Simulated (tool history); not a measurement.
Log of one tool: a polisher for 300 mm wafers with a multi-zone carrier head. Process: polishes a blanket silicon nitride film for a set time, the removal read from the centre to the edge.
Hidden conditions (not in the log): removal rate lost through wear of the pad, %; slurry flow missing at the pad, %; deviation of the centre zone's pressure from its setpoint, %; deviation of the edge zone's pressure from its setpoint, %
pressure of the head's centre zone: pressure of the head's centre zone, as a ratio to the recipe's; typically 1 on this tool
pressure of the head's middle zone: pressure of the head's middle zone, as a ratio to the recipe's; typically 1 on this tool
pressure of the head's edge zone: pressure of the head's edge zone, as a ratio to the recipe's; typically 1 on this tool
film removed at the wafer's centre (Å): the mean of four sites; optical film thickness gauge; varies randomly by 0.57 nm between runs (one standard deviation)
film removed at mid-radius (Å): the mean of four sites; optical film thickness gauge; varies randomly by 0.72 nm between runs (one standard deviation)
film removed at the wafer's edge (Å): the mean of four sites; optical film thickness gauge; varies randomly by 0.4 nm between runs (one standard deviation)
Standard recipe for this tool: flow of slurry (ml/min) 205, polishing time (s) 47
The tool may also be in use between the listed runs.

| run | hour | flow of slurry (ml/min) | pressure of the head's centre zone | pressure of the head's middle zone | pressure of the head's edge zone | polishing time (s) | wafers since the last listed run | wafers polished on this pad | hours since the slurry nozzle was cleaned | hours since the centre zone pressure was calibrated | hours since the edge zone pressure was calibrated | hours since the carrier head's membrane was replaced | incoming thickness of the incoming film, nm | film removed at the wafer's centre (Å) | film removed at mid-radius (Å) | film removed at the wafer's edge (Å) |
|---|---|---|---|---|---|---|---|---|---|---|---|---|---|---|---|---|
| 1 | 0 | 205 | 1 | 1 | 1 | 47 | 0 | 2745 | 233 | 216.9 | 572.6 | 1725.8 | 826.3 | 482 | 497 | 489 |
|  | 17 | worn pad replaced by a new one |
| 2 | 88.7 | 205 | 1 | 1 | 1 | 47 | 575 | 487 | 321.7 | 305.6 | 661.3 | 1814.5 | 826.2 | 482 | 497 | 495 |
| 3 | 171.7 | 205 | 1 | 1 | 1 | 47 | 564 | 1052 | 404.7 | 388.6 | 744.3 | 1897.5 | 817.5 | 470 | 500 | 493 |
|  | 183.4 | carrier head's membrane replaced by a new one |
| 4 | 217.2 | 205 | 1 | 1 | 1 | 47 | 275 | 1327 | 450.2 | 434.1 | 789.8 | 33.8 | 828.4 | 482 | 498 | 494 |
|  | 284.2 | slurry nozzle cleaned |
| 5 | 292.6 | 205 | 1 | 1 | 1.04 | 47 | 505 | 1833 | 8.4 | 509.5 | 865.2 | 109.2 | 810.8 | 465 | 505 | 499 |
| 6 | 346.9 | 205 | 1 | 1 | 1.04 | 47 | 369 | 2202 | 62.7 | 563.8 | 919.5 | 163.5 | 824.1 | 475 | 494 | 507 |
| 7 | 452.8 | 205 | 1 | 1 | 1 | 47 | 720 | 2922 | 168.6 | 669.7 | 1025.4 | 269.4 | 819.5 | 472 | 499 | 489 |
|  | 560.1 | worn pad replaced by a new one |
| 8 | 560.6 | 205 | 1 | 1 | 1 | 47 | 705 | 3 | 276.4 | 777.5 | 1133.2 | 377.2 | 821.5 | 464 | 502 | 491 |
| 9 | 614.4 | 205 | 1.09 | 1.04 | 1 | 47 | 365 | 369 | 330.2 | 831.3 | 1187 | 431 | 814.1 | 487 | 512 | 494 |
|  | 656.1 | edge zone pressure recalibrated |
| 10 | 678.9 | 205 | 1.07 | 0.96 | 0.91 | 47 | 425 | 794 | 394.7 | 895.8 | 22.8 | 495.5 | 830.5 | 487 | 496 | 465 |
| 11 | 730.9 | 165 | 1 | 0.95 | 1 | 56 | 353 | 1147 | 446.7 | 947.8 | 74.8 | 547.5 | 825.1 | 535 | 556 | 573 |
|  | 776.2 | centre zone pressure recalibrated |
| 12 | 799.4 | 205 | 0.9 | 1 | 1 | 35 | 452 | 1600 | 515.2 | 23.2 | 143.3 | 616 | 818.2 | 337 | 381 | 366 |
|  | 813 | slurry nozzle cleaned |
| 13 | 899.1 | 155 | 1.1 | 1.04 | 1 | 47 | 671 | 2271 | 86.1 | 122.9 | 243 | 715.7 | 827 | 472 | 496 | 476 |
| 14 | 954.1 | 205 | 1.09 | 1 | 1 | 47 | 374 | 2645 | 141.1 | 177.9 | 298 | 770.7 | 818.5 | 492 | 510 | 500 |
| 15 | 1001.4 | 205 | 1.06 | 1.06 | 1.1 | 47 | 321 | 2967 | 188.4 | 225.2 | 345.3 | 818 | 833.1 | 506 | 526 | 524 |
|  | 1093.7 | worn pad replaced by a new one |
| 16 | 1162.8 | 205 | 1 | 1 | 1 | 47 | 1070 | 469 | 349.8 | 386.6 | 506.7 | 979.4 | 814.6 | 465 | 510 | 502 |
| 17 | 1209.4 | 275 | 1.05 | 1 | 1 | 47 | 316 | 786 | 396.4 | 433.2 | 553.3 | 1026 | 824 | 512 | 513 | 511 |
| 18 | 1296.7 | 275 | 1.08 | 1.09 | 1 | 47 | 593 | 1380 | 483.7 | 520.5 | 640.6 | 1113.3 | 828.4 | 514 | 552 | 504 |
|  | 1357.1 | slurry nozzle cleaned |
| 19 | 1399.9 | 205 | 1.06 | 0.95 | 1 | 47 | 694 | 2075 | 42.8 | 623.7 | 743.8 | 1216.5 | 827.4 | 482 | 487 | 488 |
| 20 | 1497 | 205 | 1.1 | 1 | 1 | 31 | 660 | 2735 | 139.9 | 720.8 | 840.9 | 1313.6 | 807.5 | 322 | 328 | 322 |
|  | 1547.5 | worn pad replaced by a new one |
| 21 | 1555 | 205 | 0.96 | 0.94 | 1 | 47 | 367 | 50 | 197.9 | 778.8 | 898.9 | 1371.6 | 810.7 | 444 | 480 | 488 |
| 22 | 1598.2 | 205 | 1 | 1 | 1.04 | 47 | 293 | 344 | 241.1 | 822 | 942.1 | 1414.8 | 816.4 | 465 | 510 | 500 |

4 ways to go on from here, each from the tool as it stands after run 22. What would each give?
| A | 1598.6 | 205 | 1 | 1 | 1 | 47 | 2 | 347 | 241.5 | 822.4 | 942.5 | 1415.2 | 820.6 | ? | ? | ? |
| B | 1598.6 | 255 | 1.04 | 1 | 0.89 | 47 | 2 | 347 | 241.5 | 822.4 | 942.5 | 1415.2 | 820.6 | ? | ? | ? |
| C | 1598.6 | 205 | 1.09 | 0.89 | 1 | 47 | 2 | 347 | 241.5 | 822.4 | 942.5 | 1415.2 | 820.6 | ? | ? | ? |
| D | 1598.6 | 185 | 1.12 | 1 | 1 | 47 | 2 | 347 | 241.5 | 822.4 | 942.5 | 1415.2 | 820.6 | ? | ? | ? |

| run | film removed at the wafer's centre (Å) | film removed at mid-radius (Å) | film removed at the wafer's edge (Å) |
|---|---|---|---|
| A | 464 | 510 | 488 |
| B | 490 | 524 | 472 |
| C | 487 | 462 | 489 |
| D | 486 | 501 | 483 |
With no hidden state in the tool, these same runs would have given:
| run | film removed at the wafer's centre (Å) | film removed at mid-radius (Å) | film removed at the wafer's edge (Å) |
|---|---|---|---|
| A | 486 | 509 | 488 |
| B | 513 | 524 | 472 |
| C | 510 | 462 | 489 |
| D | 509 | 501 | 482 |
